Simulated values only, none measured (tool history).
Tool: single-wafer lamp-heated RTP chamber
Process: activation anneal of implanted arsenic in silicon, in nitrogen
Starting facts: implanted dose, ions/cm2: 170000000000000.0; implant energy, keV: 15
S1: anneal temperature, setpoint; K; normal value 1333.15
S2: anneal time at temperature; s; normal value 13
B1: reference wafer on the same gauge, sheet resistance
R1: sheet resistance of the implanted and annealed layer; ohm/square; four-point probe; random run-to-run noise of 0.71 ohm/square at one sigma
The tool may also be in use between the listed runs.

{"run": 1, "hour": 0.0, "S1": 1314.15, "S2": 13, "B1": 534.95, "R1": 475.36}
{"run": 2, "hour": 57.2, "S1": 1314.15, "S2": 13, "B1": 535.15, "R1": 474.24}
{"run": 3, "hour": 119.4, "S1": 1333.15, "S2": 13, "B1": 535.31, "R1": 470.0}
{"run": 4, "hour": 165.6, "S1": 1333.15, "S2": 13, "B1": 534.94, "R1": 470.75}
{"hour": 243.9, "done": "reflector plate cleaned"}
{"run": 5, "hour": 244.4, "S1": 1333.15, "S2": 13, "B1": 535.03, "R1": 469.72}
{"run": 6, "hour": 283.1, "S1": 1333.15, "S2": 13, "B1": 535.2, "R1": 469.91}
{"hour": 427.2, "done": "pyrometer window cleaned and pyrometer calibrated"}
{"run": 7, "hour": 545.5, "S1": 1333.15, "S2": 13, "B1": 535.18, "R1": 469.12}
{"run": 8, "hour": 592.3, "S1": 1333.15, "S2": 17, "B1": 535.05, "R1": 465.05}
{"run": 9, "hour": 656.4, "S1": 1333.15, "S2": 17, "B1": 534.92, "R1": 465.52}
{"run": 10, "hour": 751.8, "S1": 1333.15, "S2": 17, "B1": 535.07, "R1": 464.37}
{"hour": 849.5, "done": "pyrometer window cleaned and pyrometer calibrated, repeated, since the last time left the tool worse"}
{"run": 11, "hour": 850.0, "S1": 1333.15, "S2": 13, "B1": 535.03, "R1": 471.14}
{"hour": 990.0, "done": "gauge calibrated"}
{"run": 12, "hour": 1019.6, "S1": 1333.15, "S2": 13, "B1": 534.86, "R1": 470.03}
{"run": 13, "hour": 1066.3, "S1": 1333.15, "S2": 13, "B1": 535.21, "R1": 470.46}
{"run": 14, "hour": 1128.1, "S1": 1320.15, "S2": 9, "B1": 535.05, "R1": 474.37}
{"run": 15, "hour": 1177.8, "S1": 1361.15, "S2": 13, "B1": 534.83, "R1": 463.15}
{"hour": 1375.3, "done": "pyrometer window cleaned and pyrometer calibrated"}
{"run": 16, "hour": 1483.5, "S1": 1333.15, "S2": 15, "B1": 535.13, "R1": 469.56}
{"hour": 1516.1, "done": "reflector plate cleaned"}
{"run": 17, "hour": 1557.2, "S1": 1315.15, "S2": 8, "B1": 534.91, "R1": 477.61}
{"run": 18, "hour": 1610.8, "S1": 1333.15, "S2": 7, "B1": 534.9, "R1": 475.49}
{"run": 19, "hour": 1652.4, "S1": 1315.15, "S2": 6, "B1": 534.96, "R1": 479.7}
{"run": 20, "hour": 1701.9, "S1": 1346.15, "S2": 19, "B1": 534.93, "R1": 461.82}
{"run": 21, "hour": 1761.5, "S1": 1346.15, "S2": 19, "B1": 535.09, "R1": 461.54}
{"hour": 1839.3, "done": "pyrometer window cleaned and pyrometer calibrated"}
{"run": 22, "hour": 1847.5, "S1": 1360.15, "S2": 6, "B1": 535.26, "R1": 472.89}
{"run": 23, "hour": 1950.3, "S1": 1323.15, "S2": 9, "B1": 534.92, "R1": 475.44}
{"run": 24, "hour": 2048.2, "S1": 1324.15, "S2": 6, "B1": 534.91, "R1": 477.53}
{"run": 25, "hour": 2129.3, "S1": 1333.15, "S2": 13, "B1": 535.15, "R1": 471.12}
{"run": 26, "hour": 2190.1, "S1": 1314.15, "S2": 19, "B1": 535.14, "R1": 470.17}

Forecast each of these 5 alternatives for the next run:
{"run": "A", "hour": 2190.5, "S1": 1333.15, "S2": 13, "B1": "?", "R1": "?"}
{"run": "B", "hour": 2190.5, "S1": 1323.15, "S2": 13, "B1": "?", "R1": "?"}
{"run": "C", "hour": 2190.5, "S1": 1322.15, "S2": 16, "B1": "?", "R1": "?"}
{"run": "D", "hour": 2190.5, "S1": 1358.15, "S2": 13, "B1": "?", "R1": "?"}
{"run": "E", "hour": 2190.5, "S1": 1357.15, "S2": 13, "B1": "?", "R1": "?"}

run=A B1=534.82 R1=470.82
run=B B1=534.82 R1=472.85
run=C B1=534.82 R1=471.17
run=D B1=534.82 R1=464.37
run=E B1=534.82 R1=464.67
What these runs would have given with no unlogged condition in the tool:
run=A R1=471.70
run=B R1=473.61
run=C R1=472.03
run=D R1=465.59
run=E R1=465.88
